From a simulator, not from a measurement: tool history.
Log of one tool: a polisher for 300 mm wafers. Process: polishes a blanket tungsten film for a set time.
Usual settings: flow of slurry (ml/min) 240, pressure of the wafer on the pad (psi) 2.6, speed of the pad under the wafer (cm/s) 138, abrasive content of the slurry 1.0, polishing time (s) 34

run,hour,flow of slurry (ml/min),pressure of the wafer on the pad (psi),speed of the pad under the wafer (cm/s),abrasive content of the slurry,polishing time (s),"incoming thickness of the incoming film, nm",film removed (angstrom)
1,0.0,240,2.6,138,1.0,34,1382.7,1417
2,15.2,180,3.1,138,0.9,34,1358.7,1509
3,45.1,175,3.2,176,1.3,34,1349.5,2026
4,70.8,240,2.6,138,1.0,34,1378.2,1254
# hour 85.9: slurry tank refilled with fresh slurry and peroxide
5,89.6,240,2.6,138,1.0,34,1370.5,1424
# hour 110.0: head pressure recalibrated
# hour 123.5: worn pad replaced by a new one
6,165.0,290,1.8,138,1.0,34,1381.5,1186
7,200.5,240,2.6,138,1.0,29,1374.6,1274
8,234.6,310,3.3,138,1.0,34,1358.6,1835
9,249.8,240,2.6,138,0.8,41,1363.1,1638
# hour 272.7: slurry blender recalibrated
10,277.3,240,2.6,138,1.0,34,1374.2,1391
11,299.9,240,3.1,138,0.7,44,1348.7,1805
12,312.5,240,2.9,138,0.9,34,1355.4,1380
13,326.1,280,2.6,96,1.0,34,1357.4,909
# hour 344.6: slurry tank refilled with fresh slurry and peroxide
14,361.3,240,2.6,106,1.0,34,1368.7,1091
# hour 376.9: worn pad replaced by a new one
15,386.5,240,2.6,138,1.0,34,1376.9,1507
16,412.1,240,2.1,138,1.0,34,1389.5,1297
17,432.0,240,2.6,138,0.9,34,1385.3,1474
18,449.4,240,2.1,138,1.0,40,1367.0,1458
19,467.7,240,2.0,138,1.0,42,1386.5,1449
20,500.4,315,2.6,138,1.0,30,1369.8,1328
21,515.6,240,2.6,138,1.0,34,1368.4,1418
22,540.6,195,3.4,172,1.0,44,1353.3,2679
# hour 544.5: slurry blender recalibrated
# hour 568.2: slurry nozzle cleaned
23,568.7,220,2.2,98,1.0,43,1363.4,1013
24,589.0,240,2.6,138,1.0,34,1378.0,1256
# hour 595.6: slurry tank refilled with fresh slurry and peroxide
25,607.6,240,2.6,138,1.0,34,1356.8,1369
# hour 616.1: worn pad replaced by a new one
26,625.1,240,2.6,138,1.0,34,1363.7,1529

4 ways to go on from here, each from the tool as it stands after run 26. What would each give?
A,625.5,240,2.6,138,1.0,34,1354.8,?
B,625.5,320,2.6,138,1.0,40,1354.8,?
C,625.5,220,2.2,138,1.3,34,1354.8,?
D,625.5,310,2.6,138,1.0,34,1354.8,?

run,film removed (angstrom)
A,1502
B,1820
C,1391
D,1543
Without the tool's hidden state the same runs would have given:
run,film removed (angstrom)
A,1526
B,1850
C,1414
D,1568

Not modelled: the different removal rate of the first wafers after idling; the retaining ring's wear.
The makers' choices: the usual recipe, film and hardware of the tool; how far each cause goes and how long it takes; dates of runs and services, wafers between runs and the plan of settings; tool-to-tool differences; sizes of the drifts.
